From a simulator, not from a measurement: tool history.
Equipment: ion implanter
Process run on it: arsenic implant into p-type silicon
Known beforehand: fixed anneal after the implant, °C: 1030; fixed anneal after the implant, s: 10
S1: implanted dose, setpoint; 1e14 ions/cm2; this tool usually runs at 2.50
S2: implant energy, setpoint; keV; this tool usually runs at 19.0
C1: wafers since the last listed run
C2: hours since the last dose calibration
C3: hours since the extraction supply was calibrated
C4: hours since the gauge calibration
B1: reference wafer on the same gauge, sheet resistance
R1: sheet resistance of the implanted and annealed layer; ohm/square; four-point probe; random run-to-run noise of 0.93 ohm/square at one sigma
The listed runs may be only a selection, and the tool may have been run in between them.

| run | hour | S1 | S2 | C1 | C2 | C3 | C4 | B1 | R1 |
|---|---|---|---|---|---|---|---|---|---|
| 1 | 0.0 | 2.35 | 21.5 | 0 | 1207.1 | 4814.2 | 1276.9 | 379.31 | 358.30 |
| 2 | 100.4 | 2.35 | 21.5 | 1388 | 1307.5 | 4914.6 | 1377.3 | 379.05 | 359.71 |
| 3 | 201.0 | 2.35 | 21.5 | 1391 | 1408.1 | 5015.2 | 1477.9 | 378.87 | 360.18 |
| 4 | 245.1 | 2.50 | 23.5 | 610 | 1452.2 | 5059.3 | 1522.0 | 378.71 | 338.37 |
| 5 | 287.9 | 2.50 | 23.5 | 592 | 1495.0 | 5102.1 | 1564.8 | 379.11 | 338.18 |
| 6 | 326.5 | 2.50 | 19.0 | 534 | 1533.6 | 5140.7 | 1603.4 | 379.12 | 348.71 |
| 7 | 372.1 | 2.50 | 19.0 | 630 | 1579.2 | 5186.3 | 1649.0 | 379.12 | 346.52 |
| 8 | 420.4 | 2.50 | 19.0 | 668 | 1627.5 | 5234.6 | 1697.3 | 378.80 | 347.76 |
| 9 | 607.8 | 2.50 | 14.5 | 2592 | 1814.9 | 5422.0 | 1884.7 | 379.34 | 359.46 |
| 10 | 676.3 | 2.50 | 14.5 | 947 | 1883.4 | 5490.5 | 1953.2 | 379.06 | 359.92 |
|  | 824.9 | Faraday cup replaced and dose calibrated |
| 11 | 825.4 | 2.50 | 19.0 | 1952 | 0.5 | 5639.6 | 2102.3 | 378.99 | 352.12 |
| 12 | 925.6 | 2.50 | 16.5 | 1386 | 100.7 | 5739.8 | 2202.5 | 378.62 | 357.90 |
| 13 | 1020.1 | 2.50 | 16.5 | 1307 | 195.2 | 5834.3 | 2297.0 | 379.09 | 359.67 |
| 14 | 1097.2 | 2.50 | 16.5 | 1066 | 272.3 | 5911.4 | 2374.1 | 379.10 | 360.04 |
| 15 | 1168.4 | 2.50 | 19.0 | 985 | 343.5 | 5982.6 | 2445.3 | 379.07 | 353.58 |
| 16 | 1250.9 | 2.50 | 19.0 | 1141 | 426.0 | 6065.1 | 2527.8 | 379.08 | 352.56 |
| 17 | 1435.6 | 2.50 | 14.5 | 2555 | 610.7 | 6249.8 | 2712.5 | 379.26 | 363.06 |
|  | 1504.9 | gauge calibrated |
| 18 | 1538.8 | 2.91 | 19.0 | 1427 | 713.9 | 6353.0 | 33.9 | 378.94 | 315.71 |
| 19 | 1595.3 | 2.76 | 19.0 | 781 | 770.4 | 6409.5 | 90.4 | 379.01 | 327.00 |
|  | 1609.1 | extraction supply calibrated |
| 20 | 1671.2 | 3.14 | 19.0 | 939 | 846.3 | 62.1 | 166.3 | 379.10 | 296.71 |
| 21 | 1740.5 | 2.89 | 14.0 | 958 | 915.6 | 131.4 | 235.6 | 378.87 | 326.56 |
| 22 | 1818.3 | 2.71 | 23.0 | 1076 | 993.4 | 209.2 | 313.4 | 379.03 | 322.76 |
| 23 | 1962.4 | 2.71 | 23.0 | 1993 | 1137.5 | 353.3 | 457.5 | 379.32 | 322.13 |
| 24 | 2004.2 | 1.92 | 19.0 | 578 | 1179.3 | 395.1 | 499.3 | 378.95 | 427.01 |
| 25 | 2060.3 | 2.50 | 19.0 | 776 | 1235.4 | 451.2 | 555.4 | 378.68 | 350.17 |
| 26 | 2100.9 | 2.50 | 13.0 | 561 | 1276.0 | 491.8 | 596.0 | 379.00 | 367.48 |
| 27 | 2159.4 | 2.22 | 13.5 | 809 | 1334.5 | 550.3 | 654.5 | 379.10 | 398.93 |
| 28 | 2244.1 | 2.50 | 19.0 | 1171 | 1419.2 | 635.0 | 739.2 | 378.99 | 349.89 |
| 29 | 2290.2 | 2.50 | 21.0 | 637 | 1465.3 | 681.1 | 785.3 | 378.99 | 345.51 |
| 30 | 2338.1 | 2.78 | 12.5 | 662 | 1513.2 | 729.0 | 833.2 | 379.05 | 340.07 |
| 31 | 2416.5 | 2.86 | 17.0 | 1084 | 1591.6 | 807.4 | 911.6 | 378.89 | 321.12 |
| 32 | 2470.6 | 2.26 | 22.0 | 748 | 1645.7 | 861.5 | 965.7 | 379.11 | 368.79 |

Hidden condition of the tool, last listed run before each entry between runs versus first listed run after:
From run 10 to run 11: Faraday cup replaced and dose calibrated (hour 824.9)
  deviation of the true dose from the Faraday cup's reading, %: 1.99 -> -0.52
  what was measured, less what the result would be without the hidden state, R1: -5.40 -> +1.38 ohm/square
From run 17 to run 18: gauge calibrated (hour 1504.9)
  deviation of the true dose from the Faraday cup's reading, %: -0.301 -> -0.22
  what was measured, less what the result would be without the hidden state, R1: +0.83 -> +0.52 ohm/square
From run 19 to run 20: extraction supply calibrated (hour 1609.1)
  deviation of the true dose from the Faraday cup's reading, %: -0.171 -> -0.0984
  what was measured, less what the result would be without the hidden state, R1: +0.42 -> +0.22 ohm/square

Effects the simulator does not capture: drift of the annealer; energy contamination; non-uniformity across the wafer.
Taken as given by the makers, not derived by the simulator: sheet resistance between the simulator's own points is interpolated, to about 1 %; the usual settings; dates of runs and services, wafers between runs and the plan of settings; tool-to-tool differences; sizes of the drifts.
